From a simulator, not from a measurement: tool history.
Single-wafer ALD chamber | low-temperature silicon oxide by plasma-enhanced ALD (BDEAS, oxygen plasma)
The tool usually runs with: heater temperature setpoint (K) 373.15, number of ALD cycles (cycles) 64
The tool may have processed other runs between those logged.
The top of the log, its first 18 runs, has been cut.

run	hour	heater temperature setpoint (K)	number of ALD cycles (cycles)	read-back reference wafer on the same gauge, thickness_nm	mean film thickness on the monitor wafer (Å)
19	1379.2	373.15	64	11.442	96.03
# hour 1393.9: gauge calibrated
20	1440.3	373.15	64	11.439	95.62
21	1491.3	383.15	64	11.444	94.01
22	1550.3	373.15	64	11.438	95.55
23	1636.7	373.15	56	11.435	83.78
24	1718.2	373.15	74	11.443	110.58
25	1801.4	385.15	71	11.437	103.86
26	1846.7	381.15	64	11.437	93.69
27	1886.8	373.15	58	11.436	86.62
28	2201.3	373.15	64	11.443	95.27
29	2279.4	379.15	68	11.442	100.13
30	2334.3	367.15	52	11.438	78.63
31	2380.8	373.15	64	11.441	95.28
# hour 2395.4: thermocouple changed; heater temperature recalibrated
32	2461	373.15	64	11.449	96.13
33	2557.9	358.15	60	11.443	95.7
34	2620.2	380.15	70	11.439	103.78
35	2672.9	360.15	70	11.438	110.82
36	2744.6	363.15	59	11.439	91.81
37	2833.8	373.15	64	11.438	95.71
38	2941.5	373.15	64	11.444	95.91
39	3010.5	364.15	68	11.441	105.36
40	3069.1	378.15	64	11.432	95.06

4 ways to go on from here, each from the tool as it stands after run 40. What would each give?
A	3069.6	373.15	55	?	?
B	3069.6	361.15	59	?	?
C	3069.6	383.15	60	?	?
D	3069.6	367.15	59	?	?

run	read-back reference wafer on the same gauge, thickness_nm	mean film thickness on the monitor wafer (Å)
A	11.45	82.76
B	11.45	92.77
C	11.45	88.54
D	11.45	90.71
With the hidden condition removed and each run's random variation left untouched, the same runs would have given:
run	mean film thickness on the monitor wafer (Å)
A	82.87
B	93.02
C	88.66
D	90.96
